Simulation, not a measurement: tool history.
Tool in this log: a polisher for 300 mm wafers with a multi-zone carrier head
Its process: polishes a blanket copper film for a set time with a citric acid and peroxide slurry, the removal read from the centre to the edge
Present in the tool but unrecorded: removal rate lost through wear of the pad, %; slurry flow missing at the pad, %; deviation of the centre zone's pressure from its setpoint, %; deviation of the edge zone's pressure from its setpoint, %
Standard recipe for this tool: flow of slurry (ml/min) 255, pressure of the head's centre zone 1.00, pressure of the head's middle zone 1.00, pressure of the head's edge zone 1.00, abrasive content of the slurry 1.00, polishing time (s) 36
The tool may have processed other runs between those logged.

| run | hour | flow of slurry (ml/min) | pressure of the head's centre zone | pressure of the head's middle zone | pressure of the head's edge zone | abrasive content of the slurry | polishing time (s) | wafers since the last listed run | wafers polished on this pad | hours since the slurry nozzle was cleaned | hours since the centre zone pressure was calibrated | hours since the edge zone pressure was calibrated | hours since the carrier head's membrane was replaced | incoming thickness of the incoming film, nm | film removed at the wafer's centre (angstrom) | film removed at mid-radius (angstrom) | film removed at the wafer's edge (angstrom) |
|---|---|---|---|---|---|---|---|---|---|---|---|---|---|---|---|---|---|
| 1 | 0.0 | 255 | 1.00 | 0.97 | 1.00 | 1.00 | 36 | 0 | 406 | 188.6 | 254.2 | 336.6 | 561.4 | 1157.7 | 916 | 942 | 985 |
| 2 | 6.5 | 255 | 1.00 | 1.00 | 1.00 | 1.00 | 36 | 69 | 475 | 195.1 | 260.7 | 343.1 | 567.9 | 1142.2 | 914 | 954 | 981 |
| 3 | 17.1 | 255 | 1.00 | 1.00 | 1.00 | 1.00 | 36 | 112 | 588 | 205.7 | 271.3 | 353.7 | 578.5 | 1161.3 | 913 | 957 | 983 |
| 4 | 30.0 | 255 | 1.00 | 1.00 | 1.00 | 1.00 | 36 | 137 | 725 | 218.6 | 284.2 | 366.6 | 591.4 | 1132.9 | 901 | 948 | 986 |
|  | 44.5 | carrier head's membrane replaced by a new one |
|  | 44.6 | slurry nozzle cleaned |
|  | 45.5 | worn pad replaced by a new one |
| 5 | 46.0 | 255 | 1.00 | 1.00 | 1.00 | 1.00 | 36 | 105 | 4 | 1.4 | 300.2 | 382.6 | 1.5 | 1139.3 | 964 | 999 | 1006 |
| 6 | 53.7 | 255 | 1.00 | 1.00 | 1.00 | 1.00 | 36 | 81 | 86 | 9.1 | 307.9 | 390.3 | 9.2 | 1137.6 | 963 | 992 | 1022 |
| 7 | 62.1 | 255 | 1.00 | 1.00 | 1.00 | 1.25 | 27 | 89 | 175 | 17.5 | 316.3 | 398.7 | 17.6 | 1137.2 | 745 | 785 | 792 |
| 8 | 77.4 | 255 | 1.00 | 1.00 | 1.00 | 1.00 | 36 | 162 | 338 | 32.8 | 331.6 | 414.0 | 32.9 | 1151.0 | 965 | 992 | 1008 |
|  | 88.1 | edge zone pressure recalibrated |
| 9 | 88.6 | 255 | 1.00 | 1.00 | 0.91 | 1.00 | 36 | 97 | 436 | 44.0 | 342.8 | 0.5 | 44.1 | 1123.9 | 962 | 1004 | 966 |
|  | 121.7 | worn pad replaced by a new one |
| 10 | 135.4 | 255 | 1.00 | 1.00 | 1.11 | 1.00 | 36 | 455 | 145 | 90.8 | 389.6 | 47.3 | 90.9 | 1154.4 | 951 | 998 | 1062 |
| 11 | 142.9 | 255 | 1.00 | 0.89 | 1.05 | 1.00 | 43 | 79 | 225 | 98.3 | 397.1 | 54.8 | 98.4 | 1152.4 | 1131 | 1073 | 1236 |
|  | 149.8 | centre zone pressure recalibrated |
| 12 | 152.3 | 255 | 0.95 | 1.00 | 1.00 | 1.00 | 25 | 78 | 303 | 107.7 | 2.5 | 64.2 | 107.8 | 1128.8 | 626 | 685 | 697 |
| 13 | 160.7 | 205 | 1.00 | 1.12 | 1.00 | 1.00 | 26 | 89 | 393 | 116.1 | 10.9 | 72.6 | 116.2 | 1148.2 | 670 | 767 | 706 |
| 14 | 168.4 | 235 | 1.07 | 1.00 | 1.00 | 1.00 | 36 | 81 | 474 | 123.8 | 18.6 | 80.3 | 123.9 | 1138.5 | 1019 | 976 | 979 |
| 15 | 185.0 | 255 | 1.04 | 0.95 | 1.00 | 1.00 | 48 | 176 | 651 | 140.4 | 35.2 | 96.9 | 140.5 | 1141.5 | 1306 | 1249 | 1321 |
| 16 | 199.1 | 255 | 1.00 | 1.00 | 1.00 | 1.00 | 36 | 149 | 801 | 154.5 | 49.3 | 111.0 | 154.6 | 1136.1 | 946 | 978 | 1005 |
|  | 210.8 | worn pad replaced by a new one |
| 17 | 215.1 | 255 | 1.00 | 1.08 | 1.00 | 1.20 | 25 | 127 | 45 | 170.5 | 65.3 | 127.0 | 170.6 | 1132.4 | 677 | 759 | 724 |
| 18 | 226.7 | 255 | 1.00 | 1.00 | 1.00 | 0.85 | 36 | 123 | 168 | 182.1 | 76.9 | 138.6 | 182.2 | 1158.2 | 908 | 926 | 968 |
|  | 244.1 | slurry nozzle cleaned |
| 19 | 244.6 | 255 | 1.00 | 1.00 | 1.00 | 1.00 | 36 | 179 | 348 | 0.5 | 94.8 | 156.5 | 200.1 | 1141.4 | 956 | 991 | 996 |
| 20 | 256.9 | 255 | 1.00 | 1.00 | 1.00 | 1.00 | 36 | 130 | 479 | 12.8 | 107.1 | 168.8 | 212.4 | 1124.4 | 968 | 998 | 1021 |
| 21 | 269.4 | 255 | 1.00 | 0.91 | 1.00 | 1.10 | 29 | 132 | 611 | 25.3 | 119.6 | 181.3 | 224.9 | 1146.9 | 792 | 761 | 826 |

Forecast each of these 5 alternatives for the next run:
| A | 269.8 | 255 | 1.00 | 1.00 | 1.00 | 1.00 | 24 | 4 | 616 | 25.7 | 120.0 | 181.7 | 225.3 | 1165.4 | ? | ? | ? |
| B | 269.8 | 310 | 1.00 | 1.00 | 1.00 | 1.00 | 32 | 4 | 616 | 25.7 | 120.0 | 181.7 | 225.3 | 1165.4 | ? | ? | ? |
| C | 269.8 | 230 | 1.00 | 1.00 | 1.00 | 1.00 | 36 | 4 | 616 | 25.7 | 120.0 | 181.7 | 225.3 | 1165.4 | ? | ? | ? |
| D | 269.8 | 255 | 0.96 | 1.00 | 1.00 | 0.90 | 36 | 4 | 616 | 25.7 | 120.0 | 181.7 | 225.3 | 1165.4 | ? | ? | ? |
| E | 269.8 | 255 | 1.00 | 0.96 | 0.88 | 1.00 | 36 | 4 | 616 | 25.7 | 120.0 | 181.7 | 225.3 | 1165.4 | ? | ? | ? |

| run | film removed at the wafer's centre (angstrom) | film removed at mid-radius (angstrom) | film removed at the wafer's edge (angstrom) |
|---|---|---|---|
| A | 642 | 658 | 673 |
| B | 872 | 892 | 909 |
| C | 953 | 977 | 1002 |
| D | 909 | 965 | 987 |
| E | 963 | 955 | 951 |
With no hidden state in the tool, these same runs would have given:
| run | film removed at the wafer's centre (angstrom) | film removed at mid-radius (angstrom) | film removed at the wafer's edge (angstrom) |
|---|---|---|---|
| A | 643 | 658 | 673 |
| B | 873 | 892 | 909 |
| C | 954 | 978 | 1003 |
| D | 909 | 966 | 987 |
| E | 964 | 955 | 952 |

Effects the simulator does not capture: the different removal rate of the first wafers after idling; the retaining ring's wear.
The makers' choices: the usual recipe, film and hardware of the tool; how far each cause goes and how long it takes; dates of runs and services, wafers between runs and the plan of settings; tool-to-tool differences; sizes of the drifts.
